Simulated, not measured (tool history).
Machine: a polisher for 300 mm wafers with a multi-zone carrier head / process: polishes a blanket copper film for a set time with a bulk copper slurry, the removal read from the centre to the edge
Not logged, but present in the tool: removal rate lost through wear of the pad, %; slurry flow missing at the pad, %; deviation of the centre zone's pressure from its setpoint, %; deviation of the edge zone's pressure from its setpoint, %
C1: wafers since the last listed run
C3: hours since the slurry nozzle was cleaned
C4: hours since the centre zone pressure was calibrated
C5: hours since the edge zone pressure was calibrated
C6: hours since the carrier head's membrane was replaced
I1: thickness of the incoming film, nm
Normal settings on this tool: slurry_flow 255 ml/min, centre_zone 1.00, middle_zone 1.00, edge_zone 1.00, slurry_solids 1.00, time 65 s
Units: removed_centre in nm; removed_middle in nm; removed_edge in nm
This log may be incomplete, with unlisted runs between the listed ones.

{"run": 1, "day": 0.0, "slurry_flow": 255, "centre_zone": 1.0, "middle_zone": 1.0, "edge_zone": 1.0, "slurry_solids": 1.0, "time": 65, "C1": 0, "wafers polished on this pad": 887, "C3": 558.2, "C4": 1155.4, "C5": 186.2, "C6": 791.8, "I1": 2342.9, "removed_centre": 484.9, "removed_middle": 502.5, "removed_edge": 501.1}
{"run": 2, "day": 1.121, "slurry_flow": 255, "centre_zone": 1.0, "middle_zone": 1.0, "edge_zone": 1.0, "slurry_solids": 1.0, "time": 65, "C1": 309, "wafers polished on this pad": 1196, "C3": 585.1, "C4": 1182.3, "C5": 213.1, "C6": 818.7, "I1": 2400.0, "removed_centre": 491.4, "removed_middle": 495.9, "removed_edge": 493.2}
{"day": 1.862, "done": "worn pad replaced by a new one"}
{"run": 3, "day": 2.133, "slurry_flow": 255, "centre_zone": 1.0, "middle_zone": 1.0, "edge_zone": 1.0, "slurry_solids": 1.0, "time": 65, "C1": 233, "wafers polished on this pad": 74, "C3": 609.4, "C4": 1206.6, "C5": 237.4, "C6": 843.0, "I1": 2360.8, "removed_centre": 478.4, "removed_middle": 490.1, "removed_edge": 493.9}
{"run": 4, "day": 2.758, "slurry_flow": 255, "centre_zone": 1.0, "middle_zone": 1.0, "edge_zone": 1.04, "slurry_solids": 1.0, "time": 65, "C1": 172, "wafers polished on this pad": 246, "C3": 624.4, "C4": 1221.6, "C5": 252.4, "C6": 858.0, "I1": 2370.2, "removed_centre": 490.5, "removed_middle": 499.1, "removed_edge": 513.2}
{"run": 5, "day": 4.238, "slurry_flow": 255, "centre_zone": 1.0, "middle_zone": 1.0, "edge_zone": 1.04, "slurry_solids": 1.0, "time": 65, "C1": 408, "wafers polished on this pad": 654, "C3": 659.9, "C4": 1257.1, "C5": 287.9, "C6": 893.5, "I1": 2340.2, "removed_centre": 489.5, "removed_middle": 504.7, "removed_edge": 503.0}
{"run": 6, "day": 5.246, "slurry_flow": 255, "centre_zone": 1.0, "middle_zone": 1.0, "edge_zone": 1.0, "slurry_solids": 1.0, "time": 55, "C1": 278, "wafers polished on this pad": 933, "C3": 684.1, "C4": 1281.3, "C5": 312.1, "C6": 917.7, "I1": 2320.4, "removed_centre": 412.0, "removed_middle": 413.7, "removed_edge": 426.9}
{"run": 7, "day": 6.617, "slurry_flow": 255, "centre_zone": 1.0, "middle_zone": 1.0, "edge_zone": 1.0, "slurry_solids": 1.0, "time": 55, "C1": 378, "wafers polished on this pad": 1311, "C3": 717.0, "C4": 1314.2, "C5": 345.0, "C6": 950.6, "I1": 2363.7, "removed_centre": 408.4, "removed_middle": 424.8, "removed_edge": 415.9}
{"day": 7.242, "done": "worn pad replaced by a new one"}
{"run": 8, "day": 7.262, "slurry_flow": 255, "centre_zone": 1.0, "middle_zone": 1.07, "edge_zone": 1.0, "slurry_solids": 1.0, "time": 65, "C1": 132, "wafers polished on this pad": 5, "C3": 732.5, "C4": 1329.7, "C5": 360.5, "C6": 966.1, "I1": 2382.9, "removed_centre": 499.8, "removed_middle": 519.4, "removed_edge": 500.8}
{"run": 9, "day": 8.004, "slurry_flow": 255, "centre_zone": 1.0, "middle_zone": 1.0, "edge_zone": 1.0, "slurry_solids": 1.0, "time": 65, "C1": 204, "wafers polished on this pad": 210, "C3": 750.3, "C4": 1347.5, "C5": 378.3, "C6": 983.9, "I1": 2385.2, "removed_centre": 491.5, "removed_middle": 495.0, "removed_edge": 493.5}
{"day": 8.571, "done": "edge zone pressure recalibrated"}
{"day": 9.121, "done": "centre zone pressure recalibrated"}
{"run": 10, "day": 9.333, "slurry_flow": 255, "centre_zone": 1.0, "middle_zone": 1.0, "edge_zone": 1.0, "slurry_solids": 1.0, "time": 50, "C1": 320, "wafers polished on this pad": 531, "C3": 782.2, "C4": 5.1, "C5": 18.3, "C6": 1015.8, "I1": 2407.9, "removed_centre": 371.4, "removed_middle": 375.3, "removed_edge": 375.6}
{"run": 11, "day": 10.142, "slurry_flow": 255, "centre_zone": 1.0, "middle_zone": 1.0, "edge_zone": 0.96, "slurry_solids": 1.0, "time": 65, "C1": 223, "wafers polished on this pad": 754, "C3": 801.6, "C4": 24.5, "C5": 37.7, "C6": 1035.2, "I1": 2342.1, "removed_centre": 482.4, "removed_middle": 500.1, "removed_edge": 487.8}
{"day": 10.821, "done": "slurry nozzle cleaned"}
{"run": 12, "day": 11.346, "slurry_flow": 255, "centre_zone": 0.9, "middle_zone": 1.0, "edge_zone": 1.0, "slurry_solids": 1.0, "time": 65, "C1": 320, "wafers polished on this pad": 1075, "C3": 12.6, "C4": 53.4, "C5": 66.6, "C6": 1064.1, "I1": 2351.8, "removed_centre": 437.9, "removed_middle": 502.0, "removed_edge": 509.4}
{"run": 13, "day": 12.375, "slurry_flow": 255, "centre_zone": 0.91, "middle_zone": 1.08, "edge_zone": 1.0, "slurry_solids": 1.2, "time": 65, "C1": 283, "wafers polished on this pad": 1358, "C3": 37.3, "C4": 78.1, "C5": 91.3, "C6": 1088.8, "I1": 2375.2, "removed_centre": 462.8, "removed_middle": 548.3, "removed_edge": 524.9}
{"day": 12.592, "done": "worn pad replaced by a new one"}
{"day": 13.567, "done": "carrier head's membrane replaced by a new one"}
{"run": 14, "day": 13.588, "slurry_flow": 255, "centre_zone": 1.0, "middle_zone": 1.0, "edge_zone": 1.0, "slurry_solids": 1.0, "time": 65, "C1": 231, "wafers polished on this pad": 217, "C3": 66.4, "C4": 107.2, "C5": 120.4, "C6": 0.5, "I1": 2402.5, "removed_centre": 488.2, "removed_middle": 497.5, "removed_edge": 488.6}
{"run": 15, "day": 14.417, "slurry_flow": 255, "centre_zone": 1.0, "middle_zone": 1.04, "edge_zone": 0.94, "slurry_solids": 1.0, "time": 54, "C1": 228, "wafers polished on this pad": 445, "C3": 86.3, "C4": 127.1, "C5": 140.3, "C6": 20.4, "I1": 2383.6, "removed_centre": 399.7, "removed_middle": 421.5, "removed_edge": 397.9}
{"run": 16, "day": 15.9, "slurry_flow": 225, "centre_zone": 1.12, "middle_zone": 1.0, "edge_zone": 0.91, "slurry_solids": 1.0, "time": 82, "C1": 409, "wafers polished on this pad": 855, "C3": 121.9, "C4": 162.7, "C5": 175.9, "C6": 56.0, "I1": 2385.2, "removed_centre": 677.7, "removed_middle": 608.3, "removed_edge": 584.9}
{"run": 17, "day": 17.029, "slurry_flow": 255, "centre_zone": 0.92, "middle_zone": 1.0, "edge_zone": 0.89, "slurry_solids": 0.8, "time": 65, "C1": 311, "wafers polished on this pad": 1166, "C3": 149.0, "C4": 189.8, "C5": 203.0, "C6": 83.1, "I1": 2420.5, "removed_centre": 421.6, "removed_middle": 468.2, "removed_edge": 440.6}
{"run": 18, "day": 17.846, "slurry_flow": 320, "centre_zone": 1.0, "middle_zone": 0.93, "edge_zone": 1.0, "slurry_solids": 0.75, "time": 42, "C1": 225, "wafers polished on this pad": 1391, "C3": 168.6, "C4": 209.4, "C5": 222.6, "C6": 102.7, "I1": 2371.6, "removed_centre": 293.7, "removed_middle": 285.0, "removed_edge": 298.1}
{"day": 18.121, "done": "worn pad replaced by a new one"}
{"run": 19, "day": 19.283, "slurry_flow": 255, "centre_zone": 1.0, "middle_zone": 0.93, "edge_zone": 1.0, "slurry_solids": 1.0, "time": 81, "C1": 350, "wafers polished on this pad": 320, "C3": 203.1, "C4": 243.9, "C5": 257.1, "C6": 137.2, "I1": 2376.8, "removed_centre": 607.8, "removed_middle": 598.8, "removed_edge": 608.4}
{"run": 20, "day": 20.217, "slurry_flow": 255, "centre_zone": 0.9, "middle_zone": 1.0, "edge_zone": 0.94, "slurry_solids": 1.0, "time": 65, "C1": 257, "wafers polished on this pad": 578, "C3": 225.5, "C4": 266.3, "C5": 279.5, "C6": 159.6, "I1": 2393.2, "removed_centre": 433.5, "removed_middle": 494.2, "removed_edge": 477.8}

Alternative continuations, all from the tool just after run 20; predict every row:
{"run": "A", "day": 20.233, "slurry_flow": 255, "centre_zone": 1.0, "middle_zone": 1.0, "edge_zone": 1.0, "slurry_solids": 1.0, "time": 65, "C1": 4, "wafers polished on this pad": 583, "C3": 225.9, "C4": 266.7, "C5": 279.9, "C6": 160.0, "I1": 2375.5, "removed_centre": "?", "removed_middle": "?", "removed_edge": "?"}
{"run": "B", "day": 20.233, "slurry_flow": 255, "centre_zone": 1.0, "middle_zone": 1.0, "edge_zone": 1.11, "slurry_solids": 1.0, "time": 65, "C1": 4, "wafers polished on this pad": 583, "C3": 225.9, "C4": 266.7, "C5": 279.9, "C6": 160.0, "I1": 2375.5, "removed_centre": "?", "removed_middle": "?", "removed_edge": "?"}
{"run": "C", "day": 20.233, "slurry_flow": 295, "centre_zone": 1.07, "middle_zone": 1.0, "edge_zone": 1.0, "slurry_solids": 1.0, "time": 65, "C1": 4, "wafers polished on this pad": 583, "C3": 225.9, "C4": 266.7, "C5": 279.9, "C6": 160.0, "I1": 2375.5, "removed_centre": "?", "removed_middle": "?", "removed_edge": "?"}
{"run": "D", "day": 20.233, "slurry_flow": 255, "centre_zone": 1.06, "middle_zone": 1.0, "edge_zone": 1.07, "slurry_solids": 1.0, "time": 65, "C1": 4, "wafers polished on this pad": 583, "C3": 225.9, "C4": 266.7, "C5": 279.9, "C6": 160.0, "I1": 2375.5, "removed_centre": "?", "removed_middle": "?", "removed_edge": "?"}
{"run": "E", "day": 20.233, "slurry_flow": 255, "centre_zone": 1.0, "middle_zone": 0.95, "edge_zone": 1.0, "slurry_solids": 1.1, "time": 65, "C1": 4, "wafers polished on this pad": 583, "C3": 225.9, "C4": 266.7, "C5": 279.9, "C6": 160.0, "I1": 2375.5, "removed_centre": "?", "removed_middle": "?", "removed_edge": "?"}

run=A removed_centre=490.1 removed_middle=498.2 removed_edge=502.6
run=B removed_centre=490.1 removed_middle=498.1 removed_edge=529.3
run=C removed_centre=532.3 removed_middle=504.6 removed_edge=507.6
run=D removed_centre=519.7 removed_middle=498.0 removed_edge=519.6
run=E removed_centre=503.2 removed_middle=495.8 removed_edge=516.5
Had the tool no hidden state, the same runs would have come out as:
run=A removed_centre=490.1 removed_middle=498.2 removed_edge=502.6
run=B removed_centre=490.1 removed_middle=498.1 removed_edge=529.3
run=C removed_centre=532.3 removed_middle=504.6 removed_edge=507.6
run=D removed_centre=519.7 removed_middle=498.0 removed_edge=519.6
run=E removed_centre=503.2 removed_middle=495.8 removed_edge=516.5

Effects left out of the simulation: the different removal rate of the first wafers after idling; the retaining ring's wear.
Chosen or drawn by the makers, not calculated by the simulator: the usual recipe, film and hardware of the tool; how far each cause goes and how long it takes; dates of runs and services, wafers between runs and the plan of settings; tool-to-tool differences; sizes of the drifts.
